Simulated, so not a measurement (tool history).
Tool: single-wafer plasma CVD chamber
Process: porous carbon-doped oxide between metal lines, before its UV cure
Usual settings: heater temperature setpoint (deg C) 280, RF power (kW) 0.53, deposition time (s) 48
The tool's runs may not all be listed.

| run | hour | heater temperature setpoint (deg C) | RF power (kW) | deposition time (s) | read-back reference wafer on the same gauge, thickness_nm | mean film thickness on the monitor wafer (angstrom) |
|---|---|---|---|---|---|---|
| 1 | 0 | 280 | 0.53 | 48 | 279.979 | 2849.21 |
| 2 | 7.2 | 284 | 0.53 | 48 | 280.013 | 2764.9 |
| 3 | 15 | 284 | 0.53 | 48 | 279.901 | 2778.93 |
| 4 | 28.5 | 284 | 0.53 | 48 | 279.926 | 2767.21 |
| 5 | 41.8 | 292 | 0.53 | 48 | 280.145 | 2646.1 |
| 6 | 51.9 | 291 | 0.53 | 48 | 279.886 | 2665.01 |
| 7 | 62.2 | 291 | 0.53 | 48 | 279.969 | 2652.67 |
| 8 | 77.1 | 280 | 0.51 | 48 | 279.952 | 2790.28 |
| 9 | 94.6 | 280 | 0.51 | 48 | 280 | 2789.89 |
| 10 | 109.5 | 283 | 0.53 | 41.8 | 280.112 | 2436.26 |
|  | 113.7 | gauge calibrated |
| 11 | 122.2 | 283 | 0.53 | 41.8 | 280.148 | 2438.3 |
|  | 133 | thermocouple changed; heater temperature recalibrated |
| 12 | 133.5 | 280 | 0.53 | 48 | 280.073 | 2744.33 |
| 13 | 139.3 | 280 | 0.53 | 48 | 280.039 | 2747.01 |
| 14 | 153.5 | 269 | 0.62 | 38.6 | 279.845 | 2606.64 |
|  | 171.5 | showerhead replaced |
|  | 172.6 | RF generator calibrated |
| 15 | 173.1 | 274 | 0.49 | 38.6 | 280.01 | 2202.75 |
| 16 | 186.1 | 280 | 0.53 | 48 | 279.987 | 2745.19 |
| 17 | 203 | 280 | 0.53 | 48 | 279.972 | 2748.55 |
| 18 | 216.6 | 268 | 0.485 | 38.6 | 279.751 | 2272.63 |
| 19 | 225.8 | 269 | 0.43 | 48 | 279.907 | 2588.01 |
| 20 | 238.1 | 267 | 0.605 | 48 | 280.082 | 3240.62 |
| 21 | 250.2 | 280 | 0.51 | 48 | 280.167 | 2684.22 |
| 22 | 261.6 | 284 | 0.53 | 55.3 | 280.125 | 3074.97 |
| 23 | 277.5 | 269 | 0.435 | 48 | 279.865 | 2617.43 |
|  | 284.1 | gauge calibrated |
| 24 | 319.7 | 280 | 0.53 | 48 | 280.018 | 2746.52 |
| 25 | 331.3 | 280 | 0.475 | 54.8 | 280.019 | 2932.44 |
| 26 | 345.1 | 292 | 0.53 | 40.8 | 280.122 | 2188.28 |
| 27 | 356.2 | 276 | 0.44 | 56.9 | 279.981 | 2985.58 |

5 ways to go on from here, each from the tool as it stands after run 27. What would each give?
| A | 356.6 | 280 | 0.53 | 48 | ? | ? |
| B | 356.6 | 294 | 0.425 | 52.2 | ? | ? |
| C | 356.6 | 280 | 0.605 | 48 | ? | ? |
| D | 356.6 | 273 | 0.53 | 53.2 | ? | ? |
| E | 356.6 | 280 | 0.465 | 53.7 | ? | ? |

| run | read-back reference wafer on the same gauge, thickness_nm | mean film thickness on the monitor wafer (angstrom) |
|---|---|---|
| A | 279.838 | 2751.9 |
| B | 279.838 | 2390.32 |
| C | 279.838 | 2976.08 |
| D | 279.838 | 3186.79 |
| E | 279.838 | 2841.04 |
Without the tool's hidden state the same runs would have given:
| run | mean film thickness on the monitor wafer (angstrom) |
|---|---|
| A | 2736.59 |
| B | 2378.06 |
| C | 2959.53 |
| D | 3168.6 |
| E | 2825.23 |

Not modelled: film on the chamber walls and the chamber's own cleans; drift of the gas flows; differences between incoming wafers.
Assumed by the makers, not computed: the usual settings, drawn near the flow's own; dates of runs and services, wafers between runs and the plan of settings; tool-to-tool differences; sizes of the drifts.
